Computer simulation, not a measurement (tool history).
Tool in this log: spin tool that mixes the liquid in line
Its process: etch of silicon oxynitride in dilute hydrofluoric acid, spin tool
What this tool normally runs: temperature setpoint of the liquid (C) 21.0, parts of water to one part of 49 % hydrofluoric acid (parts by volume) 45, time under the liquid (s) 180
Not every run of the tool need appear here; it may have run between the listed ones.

run,hour,temperature setpoint of the liquid (C),parts of water to one part of 49 % hydrofluoric acid (parts by volume),time under the liquid (s),wafers since the last listed run,hours since the thermometer was replaced,hours since the hydrofluoric acid flow meter was replaced,hours since the gauge calibration,"read-back film thickness of the silicon oxynitride reference wafer, read on the same gauge (nm)",thickness taken off the silicon oxynitride on a monitor wafer (angstrom)
1,0.0,21.0,45,180,0,454.1,1194.7,1494.9,109.99,173.5
2,61.2,21.0,40,180,258,515.3,1255.9,1556.1,109.99,198.9
# hour 206.4: gauge calibrated
3,248.8,21.0,45,180,790,702.9,1443.5,42.4,109.99,178.3
# hour 298.8: hydrofluoric acid flow meter replaced
4,307.6,21.0,45,180,243,761.7,8.8,101.2,110.00,177.3
5,457.6,21.0,45,100,632,911.7,158.8,251.2,110.00,99.2
6,487.9,21.0,45,100,127,942.0,189.1,281.5,110.00,99.3
7,549.9,21.0,45,180,261,1004.0,251.1,343.5,110.01,180.9
8,602.5,21.0,45,180,221,1056.6,303.7,396.1,110.00,179.7
9,672.2,21.0,45,180,293,1126.3,373.4,465.8,110.00,178.9
10,727.8,23.5,60,125,234,1181.9,429.0,521.4,110.01,107.2
11,787.1,24.5,45,180,250,1241.2,488.3,580.7,109.99,213.1
12,824.8,21.0,45,180,158,1278.9,526.0,618.4,109.99,179.8
13,853.5,22.5,30,255,121,1307.6,554.7,647.1,110.00,423.8
14,884.3,19.5,25,265,129,1338.4,585.5,677.9,110.00,448.9
15,948.9,21.0,40,180,272,1403.0,650.1,742.5,110.01,204.7
16,987.6,21.0,45,130,163,1441.7,688.8,781.2,110.01,130.4
17,1036.1,21.0,45,180,204,1490.2,737.3,829.7,110.01,183.8
# hour 1056.2: thermometer replaced
18,1069.9,22.5,45,260,138,13.7,771.1,863.5,109.97,294.8
19,1139.2,22.5,45,180,292,83.0,840.4,932.8,110.00,204.3
20,1209.3,24.0,65,180,295,153.1,910.5,1002.9,110.00,150.5
21,1242.3,22.5,25,180,139,186.1,943.5,1035.9,110.00,367.9
22,1305.3,25.5,45,120,265,249.1,1006.5,1098.9,110.00,158.3
23,1367.3,21.0,45,135,261,311.1,1068.5,1160.9,110.03,142.3
24,1412.9,21.0,45,250,192,356.7,1114.1,1206.5,110.00,265.3
25,1456.7,17.5,45,150,184,400.5,1157.9,1250.3,109.98,131.7
26,1512.6,21.0,45,140,235,456.4,1213.8,1306.2,109.99,148.0
27,1577.2,21.0,40,180,272,521.0,1278.4,1370.8,110.00,217.6
# hour 1579.6: thermometer replaced, repeated, since the last time left the tool worse
# hour 1634.6: hydrofluoric acid flow meter replaced
28,1636.1,21.0,30,180,239,56.5,1.5,1429.7,109.99,260.3
29,1666.9,25.0,55,75,129,87.3,32.3,1460.5,110.00,73.3
30,1716.4,21.0,65,180,208,136.8,81.8,1510.0,110.00,118.7
31,1742.6,21.0,45,250,110,163.0,108.0,1536.2,109.99,236.9
32,1799.0,18.0,45,145,237,219.4,164.4,1592.6,110.01,120.6
33,1840.4,24.5,45,270,174,260.8,205.8,1634.0,110.01,305.5

A few steps of thickness taken off the silicon oxynitride on a monitor wafer (angstrom) between consecutive runs. Split each: what settings, incoming material and random variation would produce without the hidden state, and what is left over for the hidden state, along with gauge scatter present in only one of the two compared results (measured, and without hidden state):
Hidden state at play: liquid hotter than its thermometer reads (K); hydrofluoric acid flow below the setpoint (%); gauge reads high (%).
Run 12 -> 13: temperature setpoint of the liquid (C) 21.0 -> 22.5, parts of water to one part of 49 % hydrofluoric acid (parts by volume) 45 -> 30, time under the liquid (s) 180 -> 255. thickness taken off the silicon oxynitride on a monitor wafer (angstrom) +244.0: hidden state +12.7, all else +231.3.
Run 14 -> 15: temperature setpoint of the liquid (C) 19.5 -> 21.0, parts of water to one part of 49 % hydrofluoric acid (parts by volume) 25 -> 40, time under the liquid (s) 265 -> 180. thickness taken off the silicon oxynitride on a monitor wafer (angstrom) -244.2: hidden state -12.9, all else -231.3.
Run 20 -> 21: temperature setpoint of the liquid (C) 24.0 -> 22.5, parts of water to one part of 49 % hydrofluoric acid (parts by volume) 65 -> 25. thickness taken off the silicon oxynitride on a monitor wafer (angstrom) +217.4: hidden state +21.0, all else +196.4.
Run 21 -> 22: temperature setpoint of the liquid (C) 22.5 -> 25.5, parts of water to one part of 49 % hydrofluoric acid (parts by volume) 25 -> 45, time under the liquid (s) 180 -> 120. thickness taken off the silicon oxynitride on a monitor wafer (angstrom) -209.6: hidden state -19.7, all else -189.9.
Run 27 -> 28: parts of water to one part of 49 % hydrofluoric acid (parts by volume) 40 -> 30, thermometer replaced, repeated, since the last time left the tool worse, hydrofluoric acid flow meter replaced. thickness taken off the silicon oxynitride on a monitor wafer (angstrom) +42.7: hidden state -19.6, all else +62.3.

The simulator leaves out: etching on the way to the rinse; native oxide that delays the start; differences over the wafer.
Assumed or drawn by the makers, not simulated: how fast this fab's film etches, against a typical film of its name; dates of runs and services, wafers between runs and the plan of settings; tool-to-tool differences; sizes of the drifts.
